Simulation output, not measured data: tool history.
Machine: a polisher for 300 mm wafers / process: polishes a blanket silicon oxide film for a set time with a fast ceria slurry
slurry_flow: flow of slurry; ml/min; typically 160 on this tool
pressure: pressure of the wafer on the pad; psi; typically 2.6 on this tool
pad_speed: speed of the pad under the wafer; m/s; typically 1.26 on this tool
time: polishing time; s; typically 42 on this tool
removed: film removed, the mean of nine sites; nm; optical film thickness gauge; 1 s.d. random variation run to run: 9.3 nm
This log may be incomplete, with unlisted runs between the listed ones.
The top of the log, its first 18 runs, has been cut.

run	hour	slurry_flow	pressure	pad_speed	time	incoming thickness of the incoming film, nm	removed
19	929.7	160	3.0	0.96	42	3161.9	660.6
# hour 932.1: slurry nozzle cleaned
20	972.4	200	3.4	0.84	42	3141.5	674.8
21	1006.8	105	2.4	1.26	42	3193.2	626.5
22	1047.6	160	2.6	1.26	42	3187.6	693.4
23	1114.9	110	3.4	1.26	42	3151.4	827.2
# hour 1154.4: worn pad replaced by a new one
24	1167.3	200	3.0	1.26	34	3139.8	688.0
25	1223.9	160	2.6	1.26	42	3139.2	738.8
26	1263.5	160	2.6	1.26	42	3099.1	724.0
27	1317.2	160	2.6	1.68	27	3112.2	582.9
28	1398.5	185	2.6	0.92	46	3108.5	625.7
29	1461.4	160	2.6	1.26	34	3136.7	574.0
# hour 1481.8: worn pad replaced by a new one
# hour 1613.4: slurry nozzle cleaned
30	1638.5	160	2.6	1.26	42	3138.8	703.6
31	1698.4	160	2.6	1.26	42	3148.5	703.7

Predict each of these 5 candidate next runs independently; none follows another, all start after run 31:
A	1698.8	160	2.6	1.26	53	3154.2	?
B	1698.8	180	2.8	1.10	34	3154.2	?
C	1698.8	160	2.6	1.12	42	3154.2	?
D	1698.8	160	2.6	0.86	50	3154.2	?
E	1698.8	160	2.6	1.64	42	3154.2	?

run	removed
A	905.5
B	564.8
C	654.6
D	639.9
E	888.6
Take away the tool's hidden state, keep each run's random variation, and the runs would have read:
run	removed
A	941.9
B	587.5
C	680.9
D	665.6
E	924.4

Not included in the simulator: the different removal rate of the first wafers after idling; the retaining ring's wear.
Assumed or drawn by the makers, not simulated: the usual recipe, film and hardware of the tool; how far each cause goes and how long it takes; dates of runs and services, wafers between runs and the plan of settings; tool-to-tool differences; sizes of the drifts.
